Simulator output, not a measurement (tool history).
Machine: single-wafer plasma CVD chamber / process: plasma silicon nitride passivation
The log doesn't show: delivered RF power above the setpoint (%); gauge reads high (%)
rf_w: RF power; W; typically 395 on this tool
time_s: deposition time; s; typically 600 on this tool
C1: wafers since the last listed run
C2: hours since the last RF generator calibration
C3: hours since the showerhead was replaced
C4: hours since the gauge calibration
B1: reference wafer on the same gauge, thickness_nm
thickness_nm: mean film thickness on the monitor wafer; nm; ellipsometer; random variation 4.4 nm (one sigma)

{"run": 1, "hour": 0.0, "rf_w": 440, "time_s": 600, "C1": 0, "C2": 1296.8, "C3": 5400.3, "C4": 834.7, "B1": 852.048, "thickness_nm": 863.148}
{"run": 2, "hour": 97.6, "rf_w": 440, "time_s": 600, "C1": 400, "C2": 1394.4, "C3": 5497.9, "C4": 932.3, "B1": 850.409, "thickness_nm": 860.875}
{"run": 3, "hour": 170.0, "rf_w": 395, "time_s": 661, "C1": 296, "C2": 1466.8, "C3": 5570.3, "C4": 1004.7, "B1": 850.629, "thickness_nm": 924.298}
{"run": 4, "hour": 215.7, "rf_w": 395, "time_s": 540, "C1": 187, "C2": 1512.5, "C3": 5616, "C4": 1050.4, "B1": 850.991, "thickness_nm": 754.665}
{"run": 5, "hour": 308.6, "rf_w": 395, "time_s": 540, "C1": 381, "C2": 1605.4, "C3": 5708.9, "C4": 1143.3, "B1": 850.107, "thickness_nm": 756.955}
{"run": 6, "hour": 365.4, "rf_w": 395, "time_s": 540, "C1": 232, "C2": 1662.2, "C3": 5765.7, "C4": 1200.1, "B1": 848.996, "thickness_nm": 756.413}
{"run": 7, "hour": 426.0, "rf_w": 455, "time_s": 600, "C1": 248, "C2": 1722.8, "C3": 5826.3, "C4": 1260.7, "B1": 850.439, "thickness_nm": 860.284}
{"run": 8, "hour": 562.6, "rf_w": 395, "time_s": 544, "C1": 560, "C2": 1859.4, "C3": 5962.9, "C4": 1397.3, "B1": 848.121, "thickness_nm": 762.228}
{"run": 9, "hour": 657.6, "rf_w": 395, "time_s": 544, "C1": 389, "C2": 1954.4, "C3": 6057.9, "C4": 1492.3, "B1": 848.342, "thickness_nm": 758.158}
{"hour": 681.1, "done": "gauge calibrated"}
{"run": 10, "hour": 855.0, "rf_w": 350, "time_s": 600, "C1": 809, "C2": 2151.8, "C3": 6255.3, "C4": 173.9, "B1": 869.532, "thickness_nm": 835.471}
{"run": 11, "hour": 966.6, "rf_w": 395, "time_s": 600, "C1": 457, "C2": 2263.4, "C3": 6366.9, "C4": 285.5, "B1": 864.777, "thickness_nm": 856.056}
{"run": 12, "hour": 1020.5, "rf_w": 395, "time_s": 600, "C1": 221, "C2": 2317.3, "C3": 6420.8, "C4": 339.4, "B1": 864.106, "thickness_nm": 857}
{"run": 13, "hour": 1060.4, "rf_w": 395, "time_s": 600, "C1": 163, "C2": 2357.2, "C3": 6460.7, "C4": 379.3, "B1": 861.974, "thickness_nm": 857.732}
{"hour": 1103.5, "done": "RF generator calibrated"}
{"run": 14, "hour": 1104.0, "rf_w": 395, "time_s": 635, "C1": 146, "C2": 0.5, "C3": 6504.3, "C4": 422.9, "B1": 860.775, "thickness_nm": 904.924}
{"run": 15, "hour": 1199.8, "rf_w": 395, "time_s": 600, "C1": 392, "C2": 96.3, "C3": 6600.1, "C4": 518.7, "B1": 858.187, "thickness_nm": 847.004}
{"run": 16, "hour": 1239.5, "rf_w": 440, "time_s": 630, "C1": 162, "C2": 136, "C3": 6639.8, "C4": 558.4, "B1": 857.819, "thickness_nm": 909.363}
{"run": 17, "hour": 1304.7, "rf_w": 395, "time_s": 531, "C1": 267, "C2": 201.2, "C3": 6705, "C4": 623.6, "B1": 856.187, "thickness_nm": 752.917}
{"run": 18, "hour": 1381.9, "rf_w": 395, "time_s": 696, "C1": 316, "C2": 278.4, "C3": 6782.2, "C4": 700.8, "B1": 856.008, "thickness_nm": 985.516}
{"hour": 1426.7, "done": "showerhead replaced"}
{"run": 19, "hour": 1462.1, "rf_w": 445, "time_s": 633, "C1": 296, "C2": 358.6, "C3": 35.4, "C4": 781, "B1": 854.186, "thickness_nm": 911.998}
{"run": 20, "hour": 1533.3, "rf_w": 465, "time_s": 549, "C1": 292, "C2": 429.8, "C3": 106.6, "C4": 852.2, "B1": 853.505, "thickness_nm": 803.538}
{"run": 21, "hour": 1631.7, "rf_w": 395, "time_s": 517, "C1": 403, "C2": 528.2, "C3": 205, "C4": 950.6, "B1": 852.477, "thickness_nm": 730.128}
{"run": 22, "hour": 1729.7, "rf_w": 360, "time_s": 676, "C1": 402, "C2": 626.2, "C3": 303, "C4": 1048.6, "B1": 851.57, "thickness_nm": 933.674}
{"run": 23, "hour": 1824.1, "rf_w": 395, "time_s": 600, "C1": 387, "C2": 720.6, "C3": 397.4, "C4": 1143, "B1": 850.674, "thickness_nm": 842.981}
{"run": 24, "hour": 1913.7, "rf_w": 440, "time_s": 600, "C1": 367, "C2": 810.2, "C3": 487, "C4": 1232.6, "B1": 850.702, "thickness_nm": 865.04}
{"run": 25, "hour": 1966.9, "rf_w": 395, "time_s": 516, "C1": 218, "C2": 863.4, "C3": 540.2, "C4": 1285.8, "B1": 850.88, "thickness_nm": 725.101}
{"run": 26, "hour": 2072.3, "rf_w": 430, "time_s": 600, "C1": 432, "C2": 968.8, "C3": 645.6, "C4": 1391.2, "B1": 849.656, "thickness_nm": 853.794}

Describe how what the log doesn't record of the tool's condition differs between the last listed run preceding each entry between runs and the first listed run following it.
After run 9, before run 10: gauge calibrated (hour 681.1)
  gauge reads high (%): -3.58 -> -1.24
  the result without the hidden state subtracted from the measured one, thickness_nm: -28.167 -> -10.524 nm
After run 13, before run 14: RF generator calibrated (hour 1103.5)
  gauge reads high (%): -2.04 -> -2.17
  the result without the hidden state subtracted from the measured one, thickness_nm: -17.879 -> -20.101 nm
After run 18, before run 19: showerhead replaced (hour 1426.7)
  gauge reads high (%): -2.79 -> -2.91
  the result without the hidden state subtracted from the measured one, thickness_nm: -28.244 -> -27.316 nm
